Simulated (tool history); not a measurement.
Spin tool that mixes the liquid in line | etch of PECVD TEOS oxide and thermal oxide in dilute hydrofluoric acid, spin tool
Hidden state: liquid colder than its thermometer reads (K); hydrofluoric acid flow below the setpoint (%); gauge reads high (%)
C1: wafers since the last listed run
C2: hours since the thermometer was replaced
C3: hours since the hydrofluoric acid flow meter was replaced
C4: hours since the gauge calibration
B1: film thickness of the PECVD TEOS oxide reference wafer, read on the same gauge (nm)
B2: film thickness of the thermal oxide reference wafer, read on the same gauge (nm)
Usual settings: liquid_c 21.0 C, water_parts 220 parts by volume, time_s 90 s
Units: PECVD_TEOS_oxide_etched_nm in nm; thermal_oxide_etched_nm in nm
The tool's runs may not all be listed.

Run 1, hour 0.0: usual settings but water_parts 140 parts by volume, time_s 110 s; C1 0; C2 1381.1; C3 1965.1; C4 228.4; B1 50.01; B2 120.019. Result: PECVD_TEOS_oxide_etched_nm 12.25 nm, thermal_oxide_etched_nm 3.055 nm.
Run 2, hour 12.6: usual settings but water_parts 140 parts by volume, time_s 110 s; C1 134; C2 1393.7; C3 1977.7; C4 241.0; B1 50.01; B2 120.000. Result: PECVD_TEOS_oxide_etched_nm 12.20 nm, thermal_oxide_etched_nm 2.983 nm.
Run 3, hour 40.6: usual settings but time_s 80 s; C1 299; C2 1421.7; C3 2005.7; C4 269.0; B1 50.04; B2 119.993. Result: PECVD_TEOS_oxide_etched_nm 5.17 nm, thermal_oxide_etched_nm 1.256 nm.
Run 4, hour 56.2: usual settings but time_s 80 s; C1 166; C2 1437.3; C3 2021.3; C4 284.6; B1 49.99; B2 120.016. Result: PECVD_TEOS_oxide_etched_nm 5.21 nm, thermal_oxide_etched_nm 1.284 nm.
Run 5, hour 80.4: usual settings but time_s 80 s; C1 258; C2 1461.5; C3 2045.5; C4 308.8; B1 50.01; B2 119.982. Result: PECVD_TEOS_oxide_etched_nm 5.20 nm, thermal_oxide_etched_nm 1.322 nm.
Run 6, hour 109.8: usual settings but liquid_c 23.0 C; C1 314; C2 1490.9; C3 2074.9; C4 338.2; B1 49.99; B2 119.963. Result: PECVD_TEOS_oxide_etched_nm 6.29 nm, thermal_oxide_etched_nm 1.552 nm.
Run 7, hour 144.2: usual settings but time_s 120 s; C1 367; C2 1525.3; C3 2109.3; C4 372.6; B1 49.99; B2 119.969. Result: PECVD_TEOS_oxide_etched_nm 7.82 nm, thermal_oxide_etched_nm 1.990 nm.
Run 8, hour 179.1: usual settings but liquid_c 23.0 C, water_parts 290 parts by volume, time_s 50 s; C1 373; C2 1560.2; C3 2144.2; C4 407.5; B1 49.99; B2 120.001. Result: PECVD_TEOS_oxide_etched_nm 2.45 nm, thermal_oxide_etched_nm 0.617 nm.
Run 9, hour 193.7: usual settings; C1 156; C2 1574.8; C3 2158.8; C4 422.1; B1 50.01; B2 119.993. Result: PECVD_TEOS_oxide_etched_nm 5.78 nm, thermal_oxide_etched_nm 1.406 nm.
Run 10, hour 222.2: usual settings but liquid_c 17.0 C, water_parts 315 parts by volume, time_s 40 s; C1 304; C2 1603.3; C3 2187.3; C4 450.6; B1 50.02; B2 119.978. Result: PECVD_TEOS_oxide_etched_nm 1.42 nm, thermal_oxide_etched_nm 0.350 nm.
Run 11, hour 240.2: usual settings but water_parts 295 parts by volume; C1 192; C2 1621.3; C3 2205.3; C4 468.6; B1 50.00; B2 119.991. Result: PECVD_TEOS_oxide_etched_nm 4.00 nm, thermal_oxide_etched_nm 0.991 nm.
Run 12, hour 259.4: usual settings; C1 205; C2 1640.5; C3 2224.5; C4 487.8; B1 50.02; B2 120.000. Result: PECVD_TEOS_oxide_etched_nm 5.77 nm, thermal_oxide_etched_nm 1.417 nm.
Run 13, hour 291.3: usual settings but liquid_c 22.5 C, time_s 105 s; C1 341; C2 1672.4; C3 2256.4; C4 519.7; B1 49.98; B2 120.020. Result: PECVD_TEOS_oxide_etched_nm 7.18 nm, thermal_oxide_etched_nm 1.729 nm.
At hour 349.4: thermometer replaced.
Run 14, hour 384.3: usual settings but liquid_c 24.0 C, water_parts 260 parts by volume, time_s 135 s; C1 983; C2 34.9; C3 2349.4; C4 612.7; B1 50.02; B2 120.008. Result: PECVD_TEOS_oxide_etched_nm 7.85 nm, thermal_oxide_etched_nm 1.899 nm.
Run 15, hour 399.5: usual settings; C1 162; C2 50.1; C3 2364.6; C4 627.9; B1 50.01; B2 119.984. Result: PECVD_TEOS_oxide_etched_nm 5.79 nm, thermal_oxide_etched_nm 1.379 nm.
At hour 414.8: gauge calibrated.
Run 16, hour 433.4: usual settings but liquid_c 17.0 C; C1 362; C2 84.0; C3 2398.5; C4 18.6; B1 49.97; B2 120.014. Result: PECVD_TEOS_oxide_etched_nm 4.96 nm, thermal_oxide_etched_nm 1.223 nm.
At hour 443.0: hydrofluoric acid flow meter replaced.
Run 17, hour 466.4: usual settings but liquid_c 19.0 C, water_parts 320 parts by volume; C1 342; C2 117.0; C3 23.4; C4 51.6; B1 49.98; B2 120.018. Result: PECVD_TEOS_oxide_etched_nm 3.65 nm, thermal_oxide_etched_nm 0.887 nm.
Run 18, hour 483.3: usual settings; C1 180; C2 133.9; C3 40.3; C4 68.5; B1 49.99; B2 119.994. Result: PECVD_TEOS_oxide_etched_nm 6.29 nm, thermal_oxide_etched_nm 1.530 nm.
Run 19, hour 511.2: usual settings but liquid_c 23.5 C, water_parts 270 parts by volume, time_s 130 s; C1 298; C2 161.8; C3 68.2; C4 96.4; B1 50.00; B2 119.991. Result: PECVD_TEOS_oxide_etched_nm 7.74 nm, thermal_oxide_etched_nm 1.878 nm.
Run 20, hour 535.2: usual settings but liquid_c 17.0 C, water_parts 325 parts by volume; C1 256; C2 185.8; C3 92.2; C4 120.4; B1 49.99; B2 120.007. Result: PECVD_TEOS_oxide_etched_nm 3.34 nm, thermal_oxide_etched_nm 0.802 nm.
Run 21, hour 565.4: usual settings but liquid_c 25.5 C, water_parts 250 parts by volume, time_s 120 s; C1 322; C2 216.0; C3 122.4; C4 150.6; B1 49.99; B2 119.993. Result: PECVD_TEOS_oxide_etched_nm 8.39 nm, thermal_oxide_etched_nm 2.074 nm.
Run 22, hour 589.8: usual settings; C1 260; C2 240.4; C3 146.8; C4 175.0; B1 50.00; B2 119.990. Result: PECVD_TEOS_oxide_etched_nm 6.29 nm, thermal_oxide_etched_nm 1.523 nm.
Run 23, hour 602.3: usual settings; C1 133; C2 252.9; C3 159.3; C4 187.5; B1 50.02; B2 120.021. Result: PECVD_TEOS_oxide_etched_nm 6.28 nm, thermal_oxide_etched_nm 1.556 nm.
Run 24, hour 629.6: usual settings but liquid_c 23.0 C, water_parts 190 parts by volume, time_s 125 s; C1 291; C2 280.2; C3 186.6; C4 214.8; B1 50.01; B2 119.992. Result: PECVD_TEOS_oxide_etched_nm 11.20 nm, thermal_oxide_etched_nm 2.718 nm.
Run 25, hour 658.4: usual settings; C1 307; C2 309.0; C3 215.4; C4 243.6; B1 50.03; B2 120.022. Result: PECVD_TEOS_oxide_etched_nm 6.27 nm, thermal_oxide_etched_nm 1.542 nm.
Run 26, hour 690.6: usual settings; C1 344; C2 341.2; C3 247.6; C4 275.8; B1 50.02; B2 119.981. Result: PECVD_TEOS_oxide_etched_nm 6.24 nm, thermal_oxide_etched_nm 1.567 nm.

The tool's hidden state at each run:
liquid colder than its thermometer reads (K): 0 in every run
gauge reads high (%): 0 in every run
H1: hydrofluoric acid flow below the setpoint (%)
run     H1
  1   6.28
  2   6.32
  3    6.4
  4   6.44
  5   6.51
  6   6.59
  7   6.69
  8   6.79
  9   6.83
 10   6.91
 11   6.96
 12   7.02
 13   7.11
 14   7.37
 15   7.41
 16   7.51
 17  0.326
 18  0.374
 19  0.453
 20   0.52
 21  0.605
 22  0.674
 23  0.709
 24  0.786
 25  0.868
 26  0.958

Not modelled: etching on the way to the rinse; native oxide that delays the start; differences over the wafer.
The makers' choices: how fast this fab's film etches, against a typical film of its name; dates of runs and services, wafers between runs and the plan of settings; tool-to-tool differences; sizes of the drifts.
